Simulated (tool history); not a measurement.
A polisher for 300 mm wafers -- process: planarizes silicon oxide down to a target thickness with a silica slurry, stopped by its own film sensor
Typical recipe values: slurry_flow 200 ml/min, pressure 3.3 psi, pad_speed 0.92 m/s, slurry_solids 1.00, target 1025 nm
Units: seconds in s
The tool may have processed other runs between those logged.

run    day  slurry_flow  pressure  pad_speed  slurry_solids  target  wafers since the last listed run  wafers polished on this pad  hours since the slurry nozzle was cleaned  hours since the head pressure was calibrated  hours since the slurry blender was calibrated  hours since the conditioning disc was replaced  incoming thickness of the incoming film, nm  seconds
  1  0.000          200       3.3       0.72           1.00    1025                                 0                          896                                      168.7                                         924.4                                          106.5                                           346.1                                       1321.7    209.5
  2  0.438          200       3.3       0.72           1.00    1025                                80                          977                                      179.2                                         934.9                                          117.0                                           356.6                                       1331.2    216.5
     0.650  -- slurry blender recalibrated
     0.783  -- worn pad replaced by a new one
  3  0.921          200       3.3       0.72           1.00    1025                                49                           25                                      190.8                                         946.5                                            6.5                                           368.2                                       1314.2    202.9
  4  1.479          200       3.3       0.92           1.00    1025                               102                          128                                      204.2                                         959.9                                           19.9                                           381.6                                       1339.8    192.5
  5  1.967          200       3.3       0.92           0.90    1025                                89                          217                                      215.9                                         971.6                                           31.6                                           393.3                                       1304.8    174.3
  6  2.288          215       3.3       0.92           1.15    1025                                59                          277                                      223.6                                         979.3                                           39.3                                           401.0                                       1302.5    162.3
  7  2.721          215       3.3       0.92           1.15    1025                                79                          357                                      234.0                                         989.7                                           49.7                                           411.4                                       1334.7    180.1
  8  3.383          170       3.3       0.92           1.00    1025                               122                          479                                      249.9                                        1005.6                                           65.6                                           427.3                                       1337.4    197.0
  9  3.775          200       2.4       0.92           1.00    1025                                72                          551                                      259.3                                        1015.0                                           75.0                                           436.7                                       1312.9    208.5
     4.025  -- conditioning disc replaced and pad reconditioned
 10  4.462          200       4.3       0.92           1.00    1062                               111                          662                                      275.8                                        1031.5                                           91.5                                            10.5                                       1340.0    124.2
     4.646  -- slurry nozzle cleaned
 11  4.742          200       3.3       0.92           1.00    1025                                43                          706                                        2.3                                        1038.2                                           98.2                                            17.2                                       1331.2    160.7
 12  5.058          220       4.3       0.92           1.20    1094                                58                          765                                        9.9                                        1045.8                                          105.8                                            24.8                                       1330.8    101.0
 13  5.512          260       2.3       0.70           1.00    1025                                83                          848                                       20.8                                        1056.7                                          116.7                                            35.7                                       1324.5    232.3
     5.725  -- head pressure recalibrated
     6.279  -- slurry blender recalibrated
 14  6.558          220       3.3       1.24           1.20     974                               162                         1010                                       45.9                                          20.0                                            6.7                                            60.8                                       1310.2    138.4
     7.033  -- worn pad replaced by a new one
 15  7.108          265       3.3       1.22           1.20    1025                                70                           13                                       59.1                                          33.2                                           19.9                                            74.0                                       1304.4    115.6
 16  7.833          200       3.3       0.72           1.00    1025                               133                          147                                       76.5                                          50.6                                           37.3                                            91.4                                       1336.5    205.6
 17  8.304          200       3.3       0.92           1.00    1025                                86                          234                                       87.8                                          61.9                                           48.6                                           102.7                                       1344.7    172.3
 18  8.912          200       3.3       1.14           1.20    1025                               112                          346                                      102.4                                          76.5                                           63.2                                           117.3                                       1319.8    133.3
 19  9.604          200       3.3       0.72           1.00    1025                               127                          473                                      119.0                                          93.1                                           79.8                                           133.9                                       1316.9    193.5

5 ways to go on from here, each from the tool as it stands after run 19. What would each give?
  A  9.625          200       3.3       0.92           1.00     927                                 3                          477                                      119.5                                          93.6                                           80.3                                           134.4                                       1339.7        ?
  B  9.625          200       3.3       1.12           1.00    1025                                 3                          477                                      119.5                                          93.6                                           80.3                                           134.4                                       1339.7        ?
  C  9.625          170       3.3       1.06           1.00    1119                                 3                          477                                      119.5                                          93.6                                           80.3                                           134.4                                       1339.7        ?
  D  9.625          225       3.3       0.92           0.90    1025                                 3                          477                                      119.5                                          93.6                                           80.3                                           134.4                                       1339.7        ?
  E  9.625          250       3.3       0.64           1.00    1025                                 3                          477                                      119.5                                          93.6                                           80.3                                           134.4                                       1339.7        ?

run  seconds
  A    226.8
  B    149.8
  C    112.2
  D    174.5
  E    220.2
Without the tool's hidden state the same runs would have given:
run  seconds
  A    210.1
  B    136.9
  C    103.0
  D    161.7
  E    208.1

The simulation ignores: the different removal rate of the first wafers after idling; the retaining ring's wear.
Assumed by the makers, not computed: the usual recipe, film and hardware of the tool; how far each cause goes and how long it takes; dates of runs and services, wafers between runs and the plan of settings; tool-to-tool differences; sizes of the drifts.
